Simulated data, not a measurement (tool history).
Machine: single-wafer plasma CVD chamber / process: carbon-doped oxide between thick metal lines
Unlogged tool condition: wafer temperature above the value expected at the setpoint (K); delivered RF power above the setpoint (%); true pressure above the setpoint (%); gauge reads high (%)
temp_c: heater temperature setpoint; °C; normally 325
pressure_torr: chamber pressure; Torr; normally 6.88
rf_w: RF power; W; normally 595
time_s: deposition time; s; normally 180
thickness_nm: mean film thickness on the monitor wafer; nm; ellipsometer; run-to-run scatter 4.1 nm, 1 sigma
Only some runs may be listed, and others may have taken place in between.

| run | hour | temp_c | pressure_torr | rf_w | time_s | wafers since the last listed run | hours since the last thermocouple change | hours since the last RF generator calibration | hours since the last manometer calibration | hours since the showerhead was replaced | hours since the gauge calibration | read-back reference wafer on the same gauge, thickness_nm | thickness_nm |
|---|---|---|---|---|---|---|---|---|---|---|---|---|---|
| 1 | 0.0 | 325 | 6.88 | 690 | 180 | 0 | 1750.9 | 1392.9 | 1633.3 | 5785.7 | 770.3 | 1180.515 | 1218.771 |
| 2 | 34.3 | 325 | 6.88 | 690 | 180 | 224 | 1785.2 | 1427.2 | 1667.6 | 5820.0 | 804.6 | 1180.226 | 1213.929 |
| 3 | 82.4 | 314 | 6.88 | 595 | 180 | 314 | 1833.3 | 1475.3 | 1715.7 | 5868.1 | 852.7 | 1178.883 | 1159.974 |
| 4 | 131.7 | 325 | 6.88 | 595 | 180 | 322 | 1882.6 | 1524.6 | 1765.0 | 5917.4 | 902.0 | 1179.659 | 1116.304 |
| 5 | 160.3 | 325 | 6.88 | 595 | 180 | 187 | 1911.2 | 1553.2 | 1793.6 | 5946.0 | 930.6 | 1180.477 | 1117.537 |
|  | 211.2 | capacitance manometer re-zeroed and calibrated |
| 6 | 220.5 | 325 | 6.88 | 595 | 180 | 341 | 1971.4 | 1613.4 | 9.3 | 6006.2 | 990.8 | 1180.054 | 1116.515 |
| 7 | 256.4 | 325 | 6.88 | 595 | 180 | 235 | 2007.3 | 1649.3 | 45.2 | 6042.1 | 1026.7 | 1181.319 | 1120.380 |
| 8 | 310.6 | 325 | 6.88 | 595 | 180 | 354 | 2061.5 | 1703.5 | 99.4 | 6096.3 | 1080.9 | 1179.873 | 1109.116 |
| 9 | 347.2 | 325 | 6.88 | 595 | 201 | 239 | 2098.1 | 1740.1 | 136.0 | 6132.9 | 1117.5 | 1179.547 | 1248.860 |
| 10 | 385.9 | 317 | 7.98 | 525 | 151 | 253 | 2136.8 | 1778.8 | 174.7 | 6171.6 | 1156.2 | 1180.404 | 908.945 |
| 11 | 437.9 | 317 | 6.88 | 550 | 180 | 340 | 2188.8 | 1830.8 | 226.7 | 6223.6 | 1208.2 | 1180.303 | 1091.816 |
|  | 480.3 | thermocouple changed; heater temperature recalibrated |
| 12 | 505.7 | 325 | 6.08 | 595 | 199 | 391 | 25.4 | 1898.6 | 294.5 | 6291.4 | 1276.0 | 1181.142 | 1213.842 |
| 13 | 651.9 | 325 | 6.88 | 595 | 180 | 957 | 171.6 | 2044.8 | 440.7 | 6437.6 | 1422.2 | 1179.647 | 1116.110 |
| 14 | 689.0 | 325 | 6.88 | 560 | 163 | 242 | 208.7 | 2081.9 | 477.8 | 6474.7 | 1459.3 | 1180.733 | 971.151 |
|  | 717.5 | RF generator calibrated |
| 15 | 744.2 | 325 | 6.88 | 690 | 180 | 309 | 263.9 | 26.7 | 533.0 | 6529.9 | 1514.5 | 1180.069 | 1243.451 |
| 16 | 774.2 | 325 | 7.82 | 480 | 180 | 196 | 293.9 | 56.7 | 563.0 | 6559.9 | 1544.5 | 1180.317 | 1027.020 |
| 17 | 811.8 | 325 | 6.88 | 595 | 180 | 246 | 331.5 | 94.3 | 600.6 | 6597.5 | 1582.1 | 1178.286 | 1138.334 |
|  | 853.9 | showerhead replaced |
| 18 | 872.5 | 325 | 6.88 | 595 | 180 | 345 | 392.2 | 155.0 | 661.3 | 18.6 | 1642.8 | 1180.784 | 1138.620 |
| 19 | 942.0 | 325 | 8.04 | 550 | 148 | 455 | 461.7 | 224.5 | 730.8 | 88.1 | 1712.3 | 1178.582 | 904.388 |
| 20 | 992.4 | 325 | 6.39 | 595 | 201 | 330 | 512.1 | 274.9 | 781.2 | 138.5 | 1762.7 | 1179.816 | 1256.366 |
| 21 | 1044.8 | 325 | 6.88 | 515 | 213 | 343 | 564.5 | 327.3 | 833.6 | 190.9 | 1815.1 | 1180.425 | 1243.810 |
|  | 1073.2 | gauge calibrated |
| 22 | 1098.7 | 325 | 7.79 | 550 | 190 | 352 | 618.4 | 381.2 | 887.5 | 244.8 | 25.5 | 1179.776 | 1158.300 |
| 23 | 1129.7 | 325 | 6.88 | 595 | 180 | 203 | 649.4 | 412.2 | 918.5 | 275.8 | 56.5 | 1180.361 | 1126.262 |
| 24 | 1166.1 | 330 | 6.88 | 595 | 180 | 238 | 685.8 | 448.6 | 954.9 | 312.2 | 92.9 | 1180.150 | 1118.977 |
| 25 | 1197.3 | 325 | 6.88 | 595 | 180 | 204 | 717.0 | 479.8 | 986.1 | 343.4 | 124.1 | 1180.556 | 1132.184 |
| 26 | 1407.3 | 325 | 7.43 | 595 | 180 | 1375 | 927.0 | 689.8 | 1196.1 | 553.4 | 334.1 | 1180.301 | 1137.308 |
| 27 | 1466.9 | 325 | 6.88 | 595 | 180 | 390 | 986.6 | 749.4 | 1255.7 | 613.0 | 393.7 | 1180.001 | 1134.147 |
| 28 | 1500.9 | 317 | 7.53 | 595 | 180 | 222 | 1020.6 | 783.4 | 1289.7 | 647.0 | 427.7 | 1180.327 | 1167.401 |
| 29 | 1570.1 | 325 | 6.88 | 595 | 180 | 453 | 1089.8 | 852.6 | 1358.9 | 716.2 | 496.9 | 1180.886 | 1128.751 |

Describe how what the log doesn't record of the tool's condition differs between the last listed run preceding each entry between runs and the first listed run following it.
Between runs 5 and 6: capacitance manometer re-zeroed and calibrated (hour 211.2)
  delivered RF power above the setpoint (%): -4.84 -> -4.89
  measured minus no-state result, thickness_nm: -30.658 -> -30.956 nm
Between runs 11 and 12: thermocouple changed; heater temperature recalibrated (hour 480.3)
  delivered RF power above the setpoint (%): -5.04 -> -5.08
  measured minus no-state result, thickness_nm: -32.104 -> -35.009 nm
Between runs 14 and 15: RF generator calibrated (hour 717.5)
  delivered RF power above the setpoint (%): -5.17 -> -0.479
  measured minus no-state result, thickness_nm: -29.007 -> -3.175 nm
Between runs 17 and 18: showerhead replaced (hour 853.9)
  delivered RF power above the setpoint (%): -0.868 -> -1.19
  measured minus no-state result, thickness_nm: -5.434 -> -7.467 nm
Between runs 21 and 22: gauge calibrated (hour 1073.2)
  delivered RF power above the setpoint (%): -1.98 -> -2.19
  measured minus no-state result, thickness_nm: -14.080 -> -14.393 nm
